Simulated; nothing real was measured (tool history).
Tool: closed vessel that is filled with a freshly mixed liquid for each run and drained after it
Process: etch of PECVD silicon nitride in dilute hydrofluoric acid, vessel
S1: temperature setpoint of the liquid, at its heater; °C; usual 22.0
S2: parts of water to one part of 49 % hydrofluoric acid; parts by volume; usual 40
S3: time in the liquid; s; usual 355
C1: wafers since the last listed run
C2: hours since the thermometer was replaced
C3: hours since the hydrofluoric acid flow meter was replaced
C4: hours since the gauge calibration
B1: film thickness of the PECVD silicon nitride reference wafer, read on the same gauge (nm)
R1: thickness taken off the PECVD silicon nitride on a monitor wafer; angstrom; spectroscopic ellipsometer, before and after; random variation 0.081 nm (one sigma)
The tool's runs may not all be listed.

run 1 hour=0.0 | S1=22.0 S2=40 S3=355 | C1=0 C2=3082.2 C3=1421.6 C4=230.8 | B1=120.06 | R1=170.4
run 2 hour=21.6 | S1=19.5 S2=40 S3=355 | C1=2091 C2=3103.8 C3=1443.2 C4=252.4 | B1=120.05 | R1=143.0
run 3 hour=51.4 | S1=19.5 S2=40 S3=355 | C1=2885 C2=3133.6 C3=1473.0 C4=282.2 | B1=119.95 | R1=142.3
run 4 hour=84.3 | S1=22.0 S2=55 S3=355 | C1=3185 C2=3166.5 C3=1505.9 C4=315.1 | B1=120.01 | R1=124.5
run 5 hour=108.6 | S1=22.0 S2=55 S3=355 | C1=2352 C2=3190.8 C3=1530.2 C4=339.4 | B1=120.02 | R1=124.5
run 6 hour=121.6 | S1=22.0 S2=40 S3=355 | C1=1258 C2=3203.8 C3=1543.2 C4=352.4 | B1=119.99 | R1=170.2
run 7 hour=137.4 | S1=22.0 S2=40 S3=355 | C1=1529 C2=3219.6 C3=1559.0 C4=368.2 | B1=120.02 | R1=169.9
run 8 hour=152.1 | S1=22.0 S2=40 S3=355 | C1=1423 C2=3234.3 C3=1573.7 C4=382.9 | B1=120.01 | R1=169.3
run 9 hour=166.2 | S1=23.0 S2=40 S3=355 | C1=1365 C2=3248.4 C3=1587.8 C4=397.0 | B1=120.01 | R1=181.3
run 10 hour=179.4 | S1=23.0 S2=40 S3=355 | C1=1278 C2=3261.6 C3=1601.0 C4=410.2 | B1=119.97 | R1=182.2
-- hour=187.6 thermometer replaced
run 11 hour=191.9 | S1=22.0 S2=40 S3=355 | C1=1113 C2=4.3 C3=1613.5 C4=422.7 | B1=120.00 | R1=206.3
-- hour=197.6 gauge calibrated
run 12 hour=219.5 | S1=20.0 S2=50 S3=160 | C1=2672 C2=31.9 C3=1641.1 C4=21.9 | B1=120.03 | R1=65.3
run 13 hour=233.1 | S1=22.0 S2=40 S3=355 | C1=1316 C2=45.5 C3=1654.7 C4=35.5 | B1=119.98 | R1=207.4
run 14 hour=246.2 | S1=22.0 S2=25 S3=525 | C1=1268 C2=58.6 C3=1667.8 C4=48.6 | B1=120.02 | R1=477.7
run 15 hour=262.7 | S1=23.5 S2=25 S3=175 | C1=1597 C2=75.1 C3=1684.3 C4=65.1 | B1=120.06 | R1=177.5
run 16 hour=278.9 | S1=22.0 S2=40 S3=355 | C1=1568 C2=91.3 C3=1700.5 C4=81.3 | B1=120.06 | R1=206.0
-- hour=284.0 hydrofluoric acid flow meter replaced
run 17 hour=300.6 | S1=22.0 S2=40 S3=355 | C1=2004 C2=113.0 C3=16.6 C4=103.0 | B1=119.99 | R1=206.1
run 18 hour=318.8 | S1=22.0 S2=40 S3=520 | C1=1762 C2=131.2 C3=34.8 C4=121.2 | B1=120.01 | R1=302.4
run 19 hour=331.9 | S1=24.0 S2=40 S3=355 | C1=1268 C2=144.3 C3=47.9 C4=134.3 | B1=120.00 | R1=234.8
run 20 hour=349.3 | S1=22.0 S2=40 S3=505 | C1=1684 C2=161.7 C3=65.3 C4=151.7 | B1=119.99 | R1=291.9
run 21 hour=373.2 | S1=22.0 S2=40 S3=355 | C1=2314 C2=185.6 C3=89.2 C4=175.6 | B1=119.98 | R1=204.5
run 22 hour=400.4 | S1=18.0 S2=40 S3=355 | C1=2633 C2=212.8 C3=116.4 C4=202.8 | B1=120.01 | R1=153.9
run 23 hour=419.9 | S1=25.0 S2=40 S3=530 | C1=1888 C2=232.3 C3=135.9 C4=222.3 | B1=120.00 | R1=374.9

Forecast each of these 4 alternatives for the next run:
run A hour=420.6 | S1=22.0 S2=40 S3=355 | C1=67 C2=233.0 C3=136.6 C4=223.0 | B1=? | R1=?
run B hour=420.6 | S1=22.0 S2=40 S3=170 | C1=67 C2=233.0 C3=136.6 C4=223.0 | B1=? | R1=?
run C hour=420.6 | S1=17.5 S2=45 S3=355 | C1=67 C2=233.0 C3=136.6 C4=223.0 | B1=? | R1=?
run D hour=420.6 | S1=22.0 S2=35 S3=355 | C1=67 C2=233.0 C3=136.6 C4=223.0 | B1=? | R1=?

run=A B1=119.98 R1=203.8
run=B B1=119.98 R1=97.6
run=C B1=119.98 R1=132.6
run=D B1=119.98 R1=232.0
Without the tool's hidden state the same runs would have given:
run=A R1=211.1
run=B R1=101.1
run=C R1=137.5
run=D R1=240.3
